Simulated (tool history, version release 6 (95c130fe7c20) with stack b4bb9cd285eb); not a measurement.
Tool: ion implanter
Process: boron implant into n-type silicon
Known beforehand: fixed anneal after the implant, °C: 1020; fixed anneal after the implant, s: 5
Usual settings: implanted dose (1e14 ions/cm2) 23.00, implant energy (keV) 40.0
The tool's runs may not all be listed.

| run | day | implanted dose (1e14 ions/cm2) | implant energy (keV) | wafers since the last listed run | hours since the last dose calibration | hours since the extraction supply was calibrated | hours since the gauge calibration | read-back reference wafer on the same gauge, sheet resistance | sheet resistance of the implanted and annealed layer (ohm/square) |
|---|---|---|---|---|---|---|---|---|---|
| 1 | 0.000 | 19.92 | 40.0 | 0 | 1019.6 | 2798.7 | 480.5 | 52.04 | 69.09 |
| 2 | 2.121 | 27.45 | 40.0 | 988 | 1070.5 | 2849.6 | 531.4 | 52.01 | 56.22 |
| 3 | 4.738 | 27.45 | 40.0 | 1219 | 1133.3 | 2912.4 | 594.2 | 51.96 | 56.71 |
| 4 | 5.971 | 27.45 | 40.0 | 574 | 1162.9 | 2942.0 | 623.8 | 52.00 | 56.24 |
|  | 8.625 | Faraday cup replaced and dose calibrated |
| 5 | 8.962 | 23.00 | 40.0 | 1239 | 8.1 | 3013.8 | 695.6 | 52.10 | 61.82 |
| 6 | 10.896 | 23.00 | 40.0 | 901 | 54.5 | 3060.2 | 742.0 | 52.04 | 62.26 |
| 7 | 12.096 | 23.00 | 40.0 | 559 | 83.3 | 3089.0 | 770.8 | 51.95 | 62.05 |
| 8 | 14.633 | 23.00 | 31.0 | 1182 | 144.2 | 3149.9 | 831.7 | 52.04 | 64.50 |
| 9 | 16.021 | 23.00 | 31.0 | 646 | 177.5 | 3183.2 | 865.0 | 51.97 | 64.85 |
| 10 | 17.658 | 23.00 | 40.0 | 763 | 216.8 | 3222.5 | 904.3 | 51.98 | 61.99 |
| 11 | 20.354 | 23.00 | 40.0 | 1256 | 281.5 | 3287.2 | 969.0 | 52.04 | 62.06 |
| 12 | 21.479 | 23.00 | 40.0 | 524 | 308.5 | 3314.2 | 996.0 | 52.07 | 62.08 |
| 13 | 29.296 | 23.00 | 47.0 | 3643 | 496.1 | 3501.8 | 1183.6 | 52.04 | 61.33 |
| 14 | 31.917 | 23.00 | 37.0 | 1221 | 559.0 | 3564.7 | 1246.5 | 52.05 | 62.49 |
| 15 | 37.317 | 23.00 | 37.0 | 2517 | 688.6 | 3694.3 | 1376.1 | 52.04 | 63.57 |
| 16 | 39.550 | 23.00 | 40.0 | 1041 | 742.2 | 3747.9 | 1429.7 | 52.01 | 62.44 |
| 17 | 40.938 | 23.00 | 40.0 | 646 | 775.5 | 3781.2 | 1463.0 | 51.99 | 62.71 |
| 18 | 42.571 | 23.00 | 40.0 | 761 | 814.7 | 3820.4 | 1502.2 | 51.92 | 62.32 |
| 19 | 44.562 | 16.90 | 31.5 | 928 | 862.5 | 3868.2 | 1550.0 | 51.97 | 79.82 |
| 20 | 46.054 | 27.95 | 46.0 | 695 | 898.3 | 3904.0 | 1585.8 | 52.04 | 54.38 |

Run 21 comes next. What will it give?
| 21 | 47.479 | 23.00 | 40.0 | 664 | 932.5 | 3938.2 | 1620.0 | ? | ? |

read-back reference wafer on the same gauge, sheet resistance: 52.03
sheet resistance of the implanted and annealed layer (ohm/square): 62.90
Had the tool carried no hidden state, the very same run would have given sheet resistance of the implanted and annealed layer (ohm/square) 61.80.
